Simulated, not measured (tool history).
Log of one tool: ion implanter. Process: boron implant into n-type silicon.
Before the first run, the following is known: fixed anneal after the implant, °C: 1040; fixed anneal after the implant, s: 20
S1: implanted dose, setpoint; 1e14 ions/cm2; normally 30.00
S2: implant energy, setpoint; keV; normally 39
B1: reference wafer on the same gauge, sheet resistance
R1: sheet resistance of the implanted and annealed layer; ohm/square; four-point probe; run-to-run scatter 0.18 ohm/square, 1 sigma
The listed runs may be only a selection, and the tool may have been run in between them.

run     day     S1  S2     B1     R1
  1   0.000  30.00  39  56.40  47.36
  2   4.754  30.00  39  56.37  47.89
  3   7.629  30.00  39  56.44  47.51
  4  10.021  28.18  39  56.37  49.27
  5  11.488  30.00  39  56.39  47.39
  6  13.646  30.00  39  56.35  47.76
  7  15.933  30.00  39  56.39  47.45
     16.842  -- extraction supply calibrated
     17.025  -- Faraday cup replaced and dose calibrated
  8  18.058  30.00  39  56.44  47.44
  9  20.804  23.25  50  56.39  55.55
     22.404  -- gauge calibrated
 10  23.629  23.25  50  56.42  55.30
 11  25.058  23.25  50  56.43  55.10
 12  27.262  30.00  39  56.36  47.10
 13  29.446  36.83  39  56.39  42.24
 14  31.025  24.77  43  56.43  53.42
 15  32.362  25.00  49  56.41  52.83

Run 16 is up next; what results do you expect?
 16  34.221  23.25  50   ?   ?

Run 16 produced B1 56.42, R1 55.30 ohm/square.
If the tool had no hidden condition, the same run with the same run-to-run variation would have returned R1 55.30 ohm/square.
